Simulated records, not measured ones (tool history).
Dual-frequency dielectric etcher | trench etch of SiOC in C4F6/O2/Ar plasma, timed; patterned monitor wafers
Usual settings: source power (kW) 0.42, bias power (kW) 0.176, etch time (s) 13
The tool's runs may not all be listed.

run    hour  source power (kW)  bias power (kW)  etch time (s)  wafers since the last listed run  hours since the last wet clean  hours since the last source power generator calibration  hours since the last bias power generator calibration  hours since the last upper electrode change  hours since the gauge calibration  read-back reference wafer on the same gauge, depth_nm  mean etch depth across the wafer (nm)
  1       0               0.42            0.176             13                                 0                            48.9                                                   1416.5                                                 4261.7                                       4712.1                              284.9                                                  27.68                                  27.86
  2      57               0.42            0.176             13                              1236                           105.9                                                   1473.5                                                 4318.7                                       4769.1                              341.9                                                  27.65                                  28.07
  3   125.3               0.42            0.176             13                              1481                           174.2                                                   1541.8                                                   4387                                       4837.4                              410.2                                                  27.76                                  27.95
  4   167.6               0.42            0.176             13                               917                           216.5                                                   1584.1                                                 4429.3                                       4879.7                              452.5                                                  27.74                                  28.02
  5   211.8               0.42            0.176             13                               958                           260.7                                                   1628.3                                                 4473.5                                       4923.9                              496.7                                                  27.65                                  27.82
  6   275.9               0.42            0.176             13                              1390                           324.8                                                   1692.4                                                 4537.6                                         4988                              560.8                                                  27.72                                  27.69
  7   324.9               0.42            0.176           10.5                              1062                           373.8                                                   1741.4                                                 4586.6                                         5037                              609.8                                                  27.71                                  22.83
  8     359               0.42            0.176           10.5                               739                           407.9                                                   1775.5                                                 4620.7                                       5071.1                              643.9                                                  27.61                                  22.52
  9     387               0.36            0.176             13                               607                           435.9                                                   1803.5                                                 4648.7                                       5099.1                              671.9                                                  27.69                                  25.03
 10   436.6               0.42            0.189             13                              1075                           485.5                                                   1853.1                                                 4698.3                                       5148.7                              721.5                                                  27.72                                  28.18
 11     470               0.42            0.189             13                               724                           518.9                                                   1886.5                                                 4731.7                                       5182.1                              754.9                                                  27.69                                  28.51
      518.4  -- wet clean of the chamber
 12     533               0.42            0.189             13                               845                            14.6                                                   1949.5                                                 4794.7                                       5245.1                              817.9                                                  27.72                                  27.75
      543.4  -- source power generator calibrated
 13   569.9               0.42            0.176             13                               713                            51.5                                                     26.5                                                 4831.6                                         5282                              854.8                                                  27.65                                  27.45
 14   604.3               0.42            0.176             13                               746                            85.9                                                     60.9                                                   4866                                       5316.4                              889.2                                                  27.64                                  28.17
      630.8  -- upper electrode replaced
 15     671               0.39            0.198              9                               926                           152.6                                                    127.6                                                 4932.7                                         40.2                              955.9                                                  27.71                                  18.82
 16   736.7               0.47            0.149             10                              1424                           218.3                                                    193.3                                                 4998.4                                        105.9                             1021.6                                                  27.71                                   22.3
 17   777.8               0.52            0.154             12                               891                           259.4                                                    234.4                                                 5039.5                                          147                             1062.7                                                  27.72                                  28.93
 18   842.8               0.42            0.216             13                              1409                           324.4                                                    299.4                                                 5104.5                                          212                             1127.7                                                  27.82                                  28.69
 19   913.5               0.48            0.176             13                              1533                           395.1                                                    370.1                                                 5175.2                                        282.7                             1198.4                                                  27.66                                  30.32
 20   940.9               0.42            0.152           11.5                               594                           422.5                                                    397.5                                                 5202.6                                        310.1                             1225.8                                                  27.63                                  24.32
      972.7  -- bias power generator calibrated
 21  1001.2               0.46            0.208             13                              1221                           482.8                                                    457.8                                                   28.5                                        370.4                             1286.1                                                   27.8                                     30
 22  1033.6               0.34             0.19           16.5                               702                           515.2                                                    490.2                                                   60.9                                        402.8                             1318.5                                                  27.67                                  31.28
     1083.7  -- wet clean of the chamber
 23  1084.2               0.42            0.176             13                               576                             0.5                                                    540.8                                                  111.5                                        453.4                             1369.1                                                  27.66                                  27.97
     1085.2  -- gauge calibrated
 24  1118.5               0.48            0.164           11.5                               743                            34.8                                                    575.1                                                  145.8                                        487.7                               33.3                                                  27.72                                  26.53
 25  1187.8               0.42            0.176             13                              1502                           104.1                                                    644.4                                                  215.1                                          557                              102.6                                                  27.72                                  27.79
 26  1222.1               0.37            0.211           10.5                               743                           138.4                                                    678.7                                                  249.4                                        591.3                              136.9                                                  27.69                                  21.47
 27  1248.6               0.42            0.214           15.5                               574                           164.9                                                    705.2                                                  275.9                                        617.8                              163.4                                                  27.76                                  34.68
 28  1278.6               0.42            0.176             13                               650                           194.9                                                    735.2                                                  305.9                                        647.8                              193.4                                                   27.8                                  27.87
 29  1306.2               0.37            0.189             17                               598                           222.5                                                    762.8                                                  333.5                                        675.4                                221                                                  27.77                                  33.93
 30  1344.2               0.46            0.208             13                               824                           260.5                                                    800.8                                                  371.5                                        713.4                                259                                                  27.65                                  30.26
 31  1440.2                0.5            0.133           14.5                              2082                           356.5                                                    896.8                                                  467.5                                        809.4                                355                                                  27.71                                  33.08

How the hidden state differs across the entries between the runs, from the last listed run before each to the first after it:
Between runs 11 and 12: wet clean of the chamber (hour 518.4)
  no hidden state differs between the two runs
Between runs 12 and 13: source power generator calibrated (hour 543.4)
  no hidden state differs between the two runs
Between runs 14 and 15: upper electrode replaced (hour 630.8)
  no hidden state differs between the two runs
Between runs 20 and 21: bias power generator calibrated (hour 972.7)
  no hidden state differs between the two runs
Between runs 22 and 23: wet clean of the chamber (hour 1083.7)
  no hidden state differs between the two runs
Between runs 23 and 24: gauge calibrated (hour 1085.2)
  no hidden state differs between the two runs
